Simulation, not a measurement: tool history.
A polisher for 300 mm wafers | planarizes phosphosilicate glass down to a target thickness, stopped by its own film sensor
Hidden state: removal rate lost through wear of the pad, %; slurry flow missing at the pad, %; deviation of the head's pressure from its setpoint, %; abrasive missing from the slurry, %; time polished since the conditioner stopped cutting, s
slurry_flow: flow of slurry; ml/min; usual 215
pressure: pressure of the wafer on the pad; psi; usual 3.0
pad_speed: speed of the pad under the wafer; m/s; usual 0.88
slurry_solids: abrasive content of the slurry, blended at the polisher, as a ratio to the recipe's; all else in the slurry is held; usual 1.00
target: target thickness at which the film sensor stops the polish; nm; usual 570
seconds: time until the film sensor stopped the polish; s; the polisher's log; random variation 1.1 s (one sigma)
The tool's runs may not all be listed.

run    hour  slurry_flow  pressure  pad_speed  slurry_solids  target  wafers since the last listed run  wafers polished on this pad  hours since the slurry nozzle was cleaned  hours since the head pressure was calibrated  hours since the slurry blender was calibrated  hours since the conditioning disc was replaced  incoming thickness of the incoming film, nm  seconds
  1     0.0          170       3.0       0.88           1.00     570                                 0                         3197                                      522.3                                         817.6                                           46.5                                           136.0                                        987.7     73.0
       26.0  -- worn pad replaced by a new one
       30.6  -- head pressure recalibrated
  2    89.2          170       3.0       0.88           1.00     570                              1128                          830                                      611.5                                          58.6                                          135.7                                           225.2                                        978.7     74.8
      169.9  -- conditioning disc replaced and pad reconditioned
      172.6  -- slurry nozzle cleaned
  3   183.3          215       3.0       0.98           1.00     570                              1236                         2066                                       10.7                                         152.7                                          229.8                                            13.4                                       1002.7     74.5
  4   289.7          215       3.0       0.98           1.00     570                              1443                         3510                                      117.1                                         259.1                                          336.2                                           119.8                                       1000.0     72.9
      309.8  -- worn pad replaced by a new one
      336.8  -- slurry blender recalibrated
  5   348.2          215       3.0       0.88           1.15     570                               712                          493                                      175.6                                         317.6                                           11.4                                           178.3                                        983.3     66.3
  6   443.2          215       3.0       0.74           0.80     570                              1289                         1783                                      270.6                                         412.6                                          106.4                                           273.3                                        982.4     97.3
      486.9  -- conditioning disc replaced and pad reconditioned
  7   541.8          215       2.6       0.88           1.00     570                              1310                         3093                                      369.2                                         511.2                                          205.0                                            54.9                                        984.1     89.1
      585.5  -- worn pad replaced by a new one
      758.2  -- conditioning disc replaced and pad reconditioned
      776.3  -- slurry blender recalibrated
      793.0  -- slurry nozzle cleaned
  8   803.5          215       3.0       0.88           1.00     570                              3429                         2890                                       10.5                                         772.9                                           27.2                                            45.3                                        985.2     71.5
      825.3  -- worn pad replaced by a new one
  9   877.9          215       3.0       1.18           1.00     663                               955                          713                                       84.9                                         847.3                                          101.6                                           119.7                                        979.4     45.6
 10   934.3          185       3.0       0.88           1.00     705                               765                         1478                                      141.3                                         903.7                                          158.0                                           176.1                                        975.3     50.6
      974.2  -- head pressure recalibrated
 11  1010.5          215       3.0       0.88           1.00     570                              1006                         2485                                      217.5                                          36.3                                          234.2                                           252.3                                        968.7     73.7
     1036.7  -- conditioning disc replaced and pad reconditioned
 12  1081.3          180       2.2       0.64           1.00     570                               933                         3418                                      288.3                                         107.1                                          305.0                                            44.6                                        974.1    133.3
     1136.8  -- worn pad replaced by a new one
 13  1137.8          215       3.0       1.06           1.00     450                               712                           13                                      344.8                                         163.6                                          361.5                                           101.1                                        982.5     87.5
     1218.9  -- slurry blender recalibrated
     1347.5  -- conditioning disc replaced and pad reconditioned
 14  1394.5          215       3.5       0.72           0.70     433                              3429                         3442                                      601.5                                         420.3                                          175.6                                            47.0                                        984.1    121.3

Forecast each of these 3 alternatives for the next run:
  A  1394.9          215       3.0       1.14           1.00     570                                 5                         3447                                      601.9                                         420.7                                          176.0                                            47.4                                        980.9        ?
  B  1394.9          215       3.0       0.88           0.85     570                                 5                         3447                                      601.9                                         420.7                                          176.0                                            47.4                                        980.9        ?
  C  1394.9          215       3.0       1.08           0.80     570                                 5                         3447                                      601.9                                         420.7                                          176.0                                            47.4                                        980.9        ?

run  seconds
  A     61.6
  B     81.8
  C     73.2
Without the tool's hidden state the same runs would have given:
run  seconds
  A     56.3
  B     74.2
  C     66.2
